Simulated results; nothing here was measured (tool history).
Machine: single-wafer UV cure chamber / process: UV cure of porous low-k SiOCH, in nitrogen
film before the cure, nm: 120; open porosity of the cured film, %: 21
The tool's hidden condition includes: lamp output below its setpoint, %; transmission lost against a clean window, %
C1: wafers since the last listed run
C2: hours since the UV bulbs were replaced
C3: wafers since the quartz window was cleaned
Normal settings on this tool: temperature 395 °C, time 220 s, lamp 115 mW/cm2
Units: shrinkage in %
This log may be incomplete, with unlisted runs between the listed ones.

run 1 day=0 | temperature=395 time=220 lamp=115 | C1=0 C2=771.9 C3=1494 | shrinkage=12.706
-- day=1.158 quartz window cleaned
run 2 day=1.338 | temperature=395 time=220 lamp=115 | C1=160 C2=804 C3=28 | shrinkage=12.596
run 3 day=1.983 | temperature=395 time=220 lamp=115 | C1=103 C2=819.5 C3=132 | shrinkage=12.616
run 4 day=3.333 | temperature=382 time=220 lamp=115 | C1=215 C2=851.9 C3=347 | shrinkage=12.406
run 5 day=7.088 | temperature=382 time=220 lamp=115 | C1=600 C2=942 C3=948 | shrinkage=12.249
run 6 day=8.558 | temperature=395 time=220 lamp=115 | C1=235 C2=977.3 C3=1183 | shrinkage=12.538
-- day=10.129 quartz window cleaned
run 7 day=10.15 | temperature=395 time=220 lamp=115 | C1=201 C2=1015.5 C3=3 | shrinkage=12.522
run 8 day=10.912 | temperature=395 time=220 lamp=115 | C1=121 C2=1033.8 C3=125 | shrinkage=12.591
-- day=11.371 UV bulbs replaced
run 9 day=12.304 | temperature=395 time=220 lamp=115 | C1=169 C2=22.4 C3=294 | shrinkage=11.112
run 10 day=13.608 | temperature=395 time=220 lamp=115 | C1=208 C2=53.7 C3=502 | shrinkage=10.847
run 11 day=14.983 | temperature=395 time=220 lamp=115 | C1=219 C2=86.7 C3=722 | shrinkage=10.982
run 12 day=15.954 | temperature=395 time=220 lamp=132 | C1=155 C2=110 C3=878 | shrinkage=11.701
-- day=17.171 UV bulbs replaced, repeated, since the last time left the tool worse
run 13 day=17.358 | temperature=395 time=220 lamp=132 | C1=171 C2=4.5 C3=1049 | shrinkage=13.931
-- day=18.004 quartz window cleaned
run 14 day=18.358 | temperature=395 time=220 lamp=115 | C1=106 C2=28.5 C3=56 | shrinkage=13.593
run 15 day=19.183 | temperature=413 time=130 lamp=144 | C1=131 C2=48.3 C3=188 | shrinkage=12.174
run 16 day=20.246 | temperature=395 time=220 lamp=153 | C1=169 C2=73.8 C3=358 | shrinkage=15.017
run 17 day=21.604 | temperature=395 time=305 lamp=115 | C1=217 C2=106.4 C3=575 | shrinkage=15.034
run 18 day=25.621 | temperature=380 time=100 lamp=125 | C1=642 C2=202.8 C3=1217 | shrinkage=9.529
run 19 day=26.183 | temperature=395 time=220 lamp=115 | C1=89 C2=216.3 C3=1307 | shrinkage=13.099
-- day=27.325 quartz window cleaned
run 20 day=27.346 | temperature=407 time=100 lamp=115 | C1=132 C2=244.2 C3=3 | shrinkage=9.622
run 21 day=27.862 | temperature=395 time=300 lamp=132 | C1=82 C2=256.6 C3=85 | shrinkage=15.414
run 22 day=29.142 | temperature=387 time=255 lamp=99 | C1=204 C2=287.3 C3=290 | shrinkage=12.818
run 23 day=29.796 | temperature=379 time=135 lamp=146 | C1=104 C2=303 C3=394 | shrinkage=11.536
run 24 day=32.871 | temperature=408 time=125 lamp=95 | C1=491 C2=376.8 C3=886 | shrinkage=9.725
run 25 day=33.621 | temperature=409 time=140 lamp=98 | C1=119 C2=394.8 C3=1006 | shrinkage=10.383
run 26 day=34.325 | temperature=395 time=115 lamp=115 | C1=112 C2=411.7 C3=1119 | shrinkage=10.007
run 27 day=35.412 | temperature=389 time=340 lamp=132 | C1=173 C2=437.8 C3=1293 | shrinkage=15.569
run 28 day=36.317 | temperature=395 time=220 lamp=115 | C1=144 C2=459.5 C3=1437 | shrinkage=12.921

Alternative continuations, all from the tool just after run 28; predict every row:
run A day=36.338 | temperature=395 time=220 lamp=115 | C1=3 C2=460 C3=1440 | shrinkage=?
run B day=36.338 | temperature=388 time=315 lamp=115 | C1=3 C2=460 C3=1440 | shrinkage=?
run C day=36.338 | temperature=412 time=345 lamp=129 | C1=3 C2=460 C3=1440 | shrinkage=?
run D day=36.338 | temperature=402 time=165 lamp=115 | C1=3 C2=460 C3=1440 | shrinkage=?
run E day=36.338 | temperature=413 time=295 lamp=131 | C1=3 C2=460 C3=1440 | shrinkage=?

run=A shrinkage=12.703
run=B shrinkage=14.304
run=C shrinkage=15.774
run=D shrinkage=11.481
run=E shrinkage=15.094
Without the tool's hidden state the same runs would have given:
run=A shrinkage=13.461
run=B shrinkage=15.081
run=C shrinkage=16.561
run=D shrinkage=12.218
run=E shrinkage=15.877
